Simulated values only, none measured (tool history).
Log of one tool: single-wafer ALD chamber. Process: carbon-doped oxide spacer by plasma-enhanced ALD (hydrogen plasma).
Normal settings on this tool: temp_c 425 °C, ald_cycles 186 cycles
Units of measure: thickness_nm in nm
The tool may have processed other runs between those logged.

run,day,temp_c,ald_cycles,wafers since the last listed run,hours since the last thermocouple change,hours since the gauge calibration,"read-back reference wafer on the same gauge, thickness_nm",thickness_nm
1,0.000,425,186,0,1118.1,133.2,9.092,7.951
2,0.367,425,186,23,1126.9,142.0,9.062,7.863
3,0.700,434,186,21,1134.9,150.0,9.074,7.604
4,1.008,425,186,19,1142.3,157.4,9.079,7.846
5,1.542,425,186,34,1155.1,170.2,9.084,7.851
6,1.912,425,186,23,1164.0,179.1,9.087,7.843
7,2.333,435,163,26,1174.1,189.2,9.089,6.667
8,2.733,435,163,25,1183.7,198.8,9.075,6.680
9,3.367,435,163,40,1198.9,214.0,9.078,6.677
10,3.958,425,186,37,1213.1,228.2,9.078,7.922
11,4.529,425,186,36,1226.8,241.9,9.069,7.853
12,5.179,413,186,41,1242.4,257.5,9.087,8.178
13,5.858,413,186,43,1258.7,273.8,9.073,8.222
14,6.500,432,201,40,1274.1,289.2,9.060,8.253
15,7.212,432,201,45,1291.2,306.3,9.072,8.286
16,7.575,432,201,23,1299.9,315.0,9.078,8.283
17,7.842,425,186,17,1306.3,321.4,9.061,7.921
18,8.371,425,186,33,1319.0,334.1,9.080,7.840
19,8.754,425,215,24,1328.2,343.3,9.099,9.179
20,9.017,425,215,16,1334.5,349.6,9.066,9.110
21,9.538,420,168,33,1347.0,362.1,9.077,7.239
22,10.162,420,168,39,1362.0,377.1,9.088,7.270
23,11.092,420,168,59,1384.3,399.4,9.054,7.288
24,11.738,435,204,41,1399.8,414.9,9.063,8.348
25,12.338,425,186,38,1414.2,429.3,9.089,7.905
26,13.871,425,186,97,1451.0,466.1,9.075,7.852
27,14.342,435,167,30,1462.3,477.4,9.055,6.766
28,14.792,439,216,28,1473.1,488.2,9.075,8.698
# day 15.350: gauge calibrated
29,15.504,425,152,45,1490.2,3.7,9.063,6.417
30,16.042,432,152,34,1503.1,16.6,9.076,6.237
31,16.492,429,207,28,1513.9,27.4,9.076,8.666
32,16.958,420,186,29,1525.1,38.6,9.073,8.078
33,18.767,425,186,115,1568.5,82.0,9.085,7.873
34,19.296,425,164,33,1581.2,94.7,9.093,6.969
35,19.738,425,213,28,1591.8,105.3,9.064,9.044
# day 20.212: thermocouple changed; heater temperature recalibrated
36,20.233,429,207,10,0.5,117.2,9.085,8.692
37,20.429,435,204,12,5.2,121.9,9.076,8.326
38,20.712,425,153,18,12.0,128.7,9.064,6.522
39,21.158,425,211,28,22.7,139.4,9.085,8.924
40,21.504,425,186,22,31.0,147.7,9.082,7.904
41,22.104,432,157,38,45.4,162.1,9.101,6.413
42,22.742,435,163,40,60.7,177.4,9.060,6.628
43,23.046,419,214,19,68.0,184.7,9.052,9.325
44,23.733,432,152,43,84.5,201.2,9.096,6.275
45,24.412,430,186,43,100.8,217.5,9.082,7.736
46,24.942,421,215,33,113.5,230.2,9.082,9.247
47,25.425,439,186,30,125.1,241.8,9.075,7.429
48,25.992,425,157,36,138.7,255.4,9.097,6.693

Below are 3 alternative next runs, each starting from the tool's condition after run 48. Predict each:
A,26.021,425,156,1,139.4,256.1,?,?
B,26.021,425,173,1,139.4,256.1,?,?
C,26.021,434,174,1,139.4,256.1,?,?

run,"read-back reference wafer on the same gauge, thickness_nm",thickness_nm
A,9.089,6.577
B,9.089,7.294
C,9.089,7.092
With the hidden condition removed and each run's random variation left untouched, the same runs would have given:
run,thickness_nm
A,6.577
B,7.294
C,7.092
